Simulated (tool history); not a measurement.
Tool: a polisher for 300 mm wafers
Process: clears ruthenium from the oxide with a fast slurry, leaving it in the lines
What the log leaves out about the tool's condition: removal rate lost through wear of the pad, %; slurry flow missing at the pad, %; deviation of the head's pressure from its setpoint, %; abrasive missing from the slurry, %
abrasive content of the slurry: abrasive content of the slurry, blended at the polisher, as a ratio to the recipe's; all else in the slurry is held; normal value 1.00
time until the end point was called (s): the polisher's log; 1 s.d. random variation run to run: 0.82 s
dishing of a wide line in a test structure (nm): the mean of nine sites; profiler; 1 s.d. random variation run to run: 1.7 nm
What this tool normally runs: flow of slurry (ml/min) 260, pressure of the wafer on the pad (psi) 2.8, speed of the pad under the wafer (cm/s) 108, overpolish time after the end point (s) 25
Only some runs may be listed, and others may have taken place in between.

run     day  flow of slurry (ml/min)  pressure of the wafer on the pad (psi)  speed of the pad under the wafer (cm/s)  abrasive content of the slurry  overpolish time after the end point (s)  wafers since the last listed run  wafers polished on this pad  hours since the slurry nozzle was cleaned  hours since the head pressure was calibrated  hours since the slurry blender was calibrated  incoming thickness of the incoming film, nm  time until the end point was called (s)  dishing of a wide line in a test structure (nm)
  1   0.000                      260                                     2.8                                      108                            1.00                                       25                                 0                         2184                                      149.4                                         437.5                                          220.5                                        252.3                                     56.2                                             81.1
  2   1.508                      260                                     2.8                                      108                            1.00                                       25                               413                         2598                                      185.6                                         473.7                                          256.7                                        248.4                                     54.6                                             78.6
      2.438  -- worn pad replaced by a new one
  3   2.900                      260                                     2.8                                      108                            1.00                                       25                               335                          126                                      219.0                                         507.1                                          290.1                                        249.4                                     56.5                                             81.5
  4   5.088                      310                                     2.5                                      108                            1.00                                       25                               599                          726                                      271.5                                         559.6                                          342.6                                        252.7                                     60.7                                             73.0
      7.421  -- slurry blender recalibrated
  5   7.867                      310                                     2.5                                      108                            1.00                                       25                               739                         1465                                      338.2                                         626.3                                           10.7                                        249.1                                     60.1                                             74.1
  6  10.250                      310                                     2.5                                      108                            1.00                                       25                               653                         2119                                      395.4                                         683.5                                           67.9                                        246.2                                     59.7                                             74.3
     11.567  -- worn pad replaced by a new one
  7  16.525                      200                                     2.8                                      108                            1.00                                       25                              1675                         1359                                      546.0                                         834.1                                          218.5                                        255.5                                     59.3                                             79.2
  8  17.667                      200                                     2.8                                      108                            1.00                                       25                               313                         1672                                      573.4                                         861.5                                          245.9                                        245.8                                     57.8                                             75.7
  9  18.854                      260                                     2.8                                      108                            1.00                                       25                               325                         1998                                      601.9                                         890.0                                          274.4                                        252.4                                     54.6                                             77.7
     20.350  -- slurry nozzle cleaned
 10  21.058                      260                                     2.8                                      108                            1.20                                       32                               593                         2591                                       17.0                                         942.9                                          327.3                                        251.6                                     54.5                                            100.4
     21.592  -- slurry blender recalibrated
     21.917  -- worn pad replaced by a new one
 11  23.383                      260                                     2.8                                      108                            1.20                                       32                               569                          402                                       72.8                                         998.7                                           43.0                                        252.5                                     54.6                                            102.2
 12  24.612                      260                                     2.8                                      108                            1.20                                       32                               337                          739                                      102.3                                        1028.2                                           72.5                                        251.8                                     54.2                                            101.7
     24.808  -- head pressure recalibrated
 13  26.338                      260                                     2.8                                      108                            1.10                                       25                               450                         1189                                      143.7                                          36.7                                          113.9                                        250.6                                     54.3                                             81.0
 14  28.729                      285                                     3.4                                      142                            1.00                                       32                               655                         1845                                      201.1                                          94.1                                          171.3                                        246.5                                     36.1                                            131.0
 15  30.012                      345                                     2.8                                      108                            1.00                                       25                               351                         2197                                      231.9                                         124.9                                          202.1                                        249.6                                     54.2                                             80.0
 16  32.642                      260                                     2.8                                      108                            1.00                                       25                               721                         2918                                      295.0                                         188.0                                          265.2                                        254.8                                     58.7                                             82.0
     32.962  -- worn pad replaced by a new one
 17  34.621                      260                                     1.9                                       80                            0.75                                       25                               497                          455                                      342.5                                         235.5                                          312.7                                        250.3                                    108.6                                             42.9
 18  36.558                      285                                     1.9                                      108                            1.00                                       32                               531                          986                                      389.0                                         282.0                                          359.2                                        249.8                                     76.8                                             76.1
     38.442  -- slurry blender recalibrated
 19  39.200                      260                                     2.8                                      108                            1.00                                       25                               701                         1688                                      452.4                                         345.4                                           18.2                                        251.4                                     56.0                                             79.8
 20  41.775                      340                                     2.1                                      108                            1.10                                       20                               706                         2394                                      514.2                                         407.2                                           80.0                                        246.6                                     67.3                                             55.6
     42.704  -- worn pad replaced by a new one
     43.612  -- slurry nozzle cleaned
 21  43.838                      295                                     2.8                                      108                            1.00                                       25                               508                          299                                        5.4                                         456.7                                          129.5                                        248.0                                     53.7                                             81.2
 22  45.554                      260                                     2.8                                       82                            1.00                                       10                               470                          769                                       46.6                                         497.9                                          170.7                                        250.0                                     73.3                                             28.2
 23  46.879                      260                                     2.8                                      108                            1.00                                       25                               363                         1133                                       78.4                                         529.7                                          202.5                                        254.9                                     57.1                                             78.7
 24  47.896                      260                                     2.8                                      108                            1.00                                       25                               278                         1412                                      102.8                                         554.1                                          226.9                                        253.9                                     55.6                                             79.3
 25  49.125                      285                                     1.9                                      108                            1.00                                       32                               337                         1749                                      132.3                                         583.6                                          256.4                                        249.3                                     76.4                                             73.4
 26  52.083                      260                                     2.8                                      124                            1.00                                       25                               811                         2560                                      203.3                                         654.6                                          327.4                                        248.9                                     49.3                                             88.6

What was the tool's hidden state at every run in the log?
removal rate lost through wear of the pad, %: 0 across all the runs
slurry flow missing at the pad, %: 0 across all the runs
deviation of the head's pressure from its setpoint, %: 0 across all the runs
abrasive missing from the slurry, %: 0 across all the runs
